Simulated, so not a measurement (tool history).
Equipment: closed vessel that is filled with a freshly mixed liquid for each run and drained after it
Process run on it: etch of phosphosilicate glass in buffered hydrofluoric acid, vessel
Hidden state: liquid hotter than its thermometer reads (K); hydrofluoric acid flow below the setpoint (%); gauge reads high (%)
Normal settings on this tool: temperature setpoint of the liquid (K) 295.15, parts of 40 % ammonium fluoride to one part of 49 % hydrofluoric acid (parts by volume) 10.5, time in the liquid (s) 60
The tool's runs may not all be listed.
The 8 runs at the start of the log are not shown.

run	hour	temperature setpoint of the liquid (K)	parts of 40 % ammonium fluoride to one part of 49 % hydrofluoric acid (parts by volume)	time in the liquid (s)	wafers since the last listed run	hours since the thermometer was replaced	hours since the hydrofluoric acid flow meter was replaced	hours since the gauge calibration	read-back film thickness of the phosphosilicate glass reference wafer, read on the same gauge (nm)	thickness taken off the phosphosilicate glass on a monitor wafer (nm)
9	527	295.15	10.5	60	8536	525.1	1094.4	2432.3	50.01	384.86
10	612.4	295.15	10.5	60	10896	610.5	1179.8	2517.7	50.01	382.54
# hour 624: gauge calibrated
# hour 642.3: thermometer replaced
11	662.8	295.15	10.5	60	6303	20.5	1230.2	38.8	50.01	375.03
# hour 667: hydrofluoric acid flow meter replaced
12	740.4	295.15	10.5	60	9774	98.1	73.4	116.4	50	385
13	1029.1	295.15	10.5	60	36837	386.8	362.1	405.1	49.99	387.09
14	1107.2	295.15	10.5	60	9965	464.9	440.2	483.2	50.01	389.27
15	1215	291.15	8	60	13755	572.7	548	591	50.01	393.85
# hour 1278.5: thermometer replaced
16	1293.3	295.15	10.5	30	9863	14.8	626.3	669.3	50.02	188.29
17	1370.6	291.15	10.5	90	9863	92.1	703.6	746.6	50	452.43
18	1421	299.65	10.5	60	6430	142.5	754	797	49.97	483.75
19	1525.6	290.15	14	35	13346	247.1	858.6	901.6	50	125.08
20	1619.9	291.65	8	60	12032	341.4	952.9	995.9	49.98	399.24
21	1713.7	295.15	10.5	60	11968	435.2	1046.7	1089.7	50	384.68
# hour 1851: thermometer replaced
22	1854.8	295.15	10.5	90	17876	3.8	1187.8	1230.8	50	552.5
23	1942.7	295.15	11.5	35	11215	91.7	1275.7	1318.7	50.03	198.53
24	1999.4	295.15	13.5	60	7234	148.4	1332.4	1375.4	49.99	291.1
# hour 2017.5: hydrofluoric acid flow meter replaced
25	2076.8	295.15	10.5	60	9748	225.8	59.3	1452.8	50	386.21
26	2127.4	295.15	10.5	60	6456	276.4	109.9	1503.4	50.02	387.94
27	2202.5	290.15	14	35	9582	351.5	185	1578.5	50	129.78
28	2340.7	298.65	10.5	90	17634	489.7	323.2	1716.7	49.99	705.04
29	2398.2	292.65	10.5	45	7336	547.2	380.7	1774.2	50.01	254.51
30	2497.2	295.15	8.5	90	12632	646.2	479.7	1873.2	49.99	696.41
# hour 2513.3: thermometer replaced
31	2554.1	295.15	10.5	60	7132	40.8	536.6	1930.1	50.01	381.27
32	2629	293.65	10.5	75	9557	115.7	611.5	2005	50.02	439.01
33	2697.3	295.15	13	30	8714	184	679.8	2073.3	49.99	155.37

Branching from run 33: 3 alternative next runs. What would each branch give?
A	2698	295.15	10.5	60	89	184.7	680.5	2074	?	?
B	2698	290.15	7	60	89	184.7	680.5	2074	?	?
C	2698	290.65	10.5	45	89	184.7	680.5	2074	?	?

run	read-back film thickness of the phosphosilicate glass reference wafer, read on the same gauge (nm)	thickness taken off the phosphosilicate glass on a monitor wafer (nm)
A	50.01	378.53
B	50.01	420
C	50.01	220.65
Without the tool's hidden state the same runs would have given:
run	thickness taken off the phosphosilicate glass on a monitor wafer (nm)
A	380.34
B	422.59
C	221.62
